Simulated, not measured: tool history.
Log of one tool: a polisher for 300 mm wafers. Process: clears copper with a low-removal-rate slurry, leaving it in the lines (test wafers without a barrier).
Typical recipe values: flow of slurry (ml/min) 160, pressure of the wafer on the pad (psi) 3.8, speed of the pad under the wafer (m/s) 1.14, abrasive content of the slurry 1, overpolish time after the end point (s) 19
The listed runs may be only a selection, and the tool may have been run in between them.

run,hour,flow of slurry (ml/min),pressure of the wafer on the pad (psi),speed of the pad under the wafer (m/s),abrasive content of the slurry,overpolish time after the end point (s),wafers since the last listed run,wafers polished on this pad,hours since the slurry nozzle was cleaned,hours since the head pressure was calibrated,hours since the slurry blender was calibrated,"incoming thickness of the incoming film, nm",time until the end point was called (s),dishing of a wide line in a test structure (angstrom)
1,0,160,3.8,1.14,1,19,0,4502,705.5,541.9,134.8,602.4,155.3,534
# hour 88.6: slurry nozzle cleaned
2,89.1,160,3.8,1.14,1,19,651,5153,0.5,631,223.9,600.4,143.7,568
# hour 115.7: worn pad replaced by a new one
3,156.4,160,3.8,1.14,1,19,468,300,67.8,698.3,291.2,605,140.8,551
4,196.6,160,3.8,1.14,1,19,297,598,108,738.5,331.4,607.5,142.1,586
5,296.6,160,3.8,1,1,19,739,1337,208,838.5,431.4,595.9,163,511
6,501.1,160,3.8,1.14,1,19,1512,2849,412.5,1043,635.9,603,145.6,572
# hour 565.6: slurry blender recalibrated
7,571.9,160,3.8,1.14,1,19,508,3358,483.3,1113.8,6.3,613.9,147,544
8,610.6,105,3.8,0.9,0.85,19,286,3644,522,1152.5,45,599.2,209.7,412
9,708.9,160,3.8,1.14,1.25,29,726,4371,620.3,1250.8,143.3,607.6,145.9,744
# hour 741.7: slurry nozzle cleaned
10,754.4,160,3.8,1.14,1,19,329,4700,12.7,1296.3,188.8,600.3,147.5,574
# hour 761.8: worn pad replaced by a new one, of another model than before
11,816.5,160,3.8,1.14,1,11,429,404,74.8,1358.4,250.9,605,144.1,369
# hour 843.6: head pressure recalibrated
12,912.4,135,3.2,1.14,1,19,694,1099,170.7,68.8,346.8,604.1,161.4,526
13,1007.2,120,3.8,1.14,1,19,700,1799,265.5,163.6,441.6,605.7,149.9,544
14,1163.5,160,3.8,1.14,1,19,1155,2955,421.8,319.9,597.9,609.9,145.9,549
# hour 1206.2: slurry blender recalibrated
15,1247.6,160,3.8,1.14,1,19,607,3562,505.9,404,41.4,613,146.3,577
16,1306.3,160,3.8,1.02,1,22,434,3996,564.6,462.7,100.1,595.8,159.1,589
17,1404.5,160,3.8,1.14,1,19,726,4722,662.8,560.9,198.3,614.1,154.1,565
18,1472.8,140,3.8,1.14,1.25,19,504,5227,731.1,629.2,266.6,615.5,154.3,582
# hour 1530.5: slurry nozzle cleaned
# hour 1553.5: worn pad replaced by a new one
19,1566.7,160,3.8,1.14,1,19,657,97,36.2,723.1,360.5,615.1,141,587
20,1609.8,160,3.8,1.14,1,19,318,416,79.3,766.2,403.6,603.4,142.5,564
21,1647.6,180,3.8,1.14,1,19,279,696,117.1,804,441.4,598.9,141.1,558
22,1948.4,160,3.8,1.28,1.1,14,2224,2920,417.9,1104.8,742.2,596.7,132.1,491
# hour 1987.5: slurry blender recalibrated
23,2023.8,205,3.8,1.14,1,19,542,3462,493.3,1180.2,36.3,601.3,139.6,558
24,2093.1,115,2.5,1.14,1,25,512,3975,562.6,1249.5,105.6,602.9,183.7,570
# hour 2140.2: head pressure recalibrated
25,2146.1,160,3.8,1.14,1,19,377,4352,615.6,5.9,158.6,595.3,145.9,541
# hour 2203: worn pad replaced by a new one
26,2232.9,130,3.8,0.86,1.1,19,612,220,702.4,92.7,245.4,596.1,183.6,474
27,2308.2,160,3.8,1.14,1,14,556,777,777.7,168,320.7,610.3,149.6,420
# hour 2325.1: slurry nozzle cleaned
28,2389.8,160,3.8,1.14,0.9,19,595,1373,64.7,249.6,402.3,605.6,144.9,568

4 options for the next run, each taken on its own from the tool as it stands now. Forecast them:
A,2390.3,160,3.8,1.14,1.3,19,3,1377,65.2,250.1,402.8,608.4,?,?
B,2390.3,110,3.3,0.88,1,10,3,1377,65.2,250.1,402.8,608.4,?,?
C,2390.3,110,3.8,1.14,0.8,19,3,1377,65.2,250.1,402.8,608.4,?,?
D,2390.3,160,4.9,1.14,0.7,19,3,1377,65.2,250.1,402.8,608.4,?,?

run,time until the end point was called (s),dishing of a wide line in a test structure (angstrom)
A,135.1,590
B,192.8,261
C,158.7,524
D,136.5,593
Stripped of hidden state, with their random variation kept, the same runs would have yielded:
run,time until the end point was called (s),dishing of a wide line in a test structure (angstrom)
A,134.7,591
B,192.1,262
C,158.1,525
D,136.1,594

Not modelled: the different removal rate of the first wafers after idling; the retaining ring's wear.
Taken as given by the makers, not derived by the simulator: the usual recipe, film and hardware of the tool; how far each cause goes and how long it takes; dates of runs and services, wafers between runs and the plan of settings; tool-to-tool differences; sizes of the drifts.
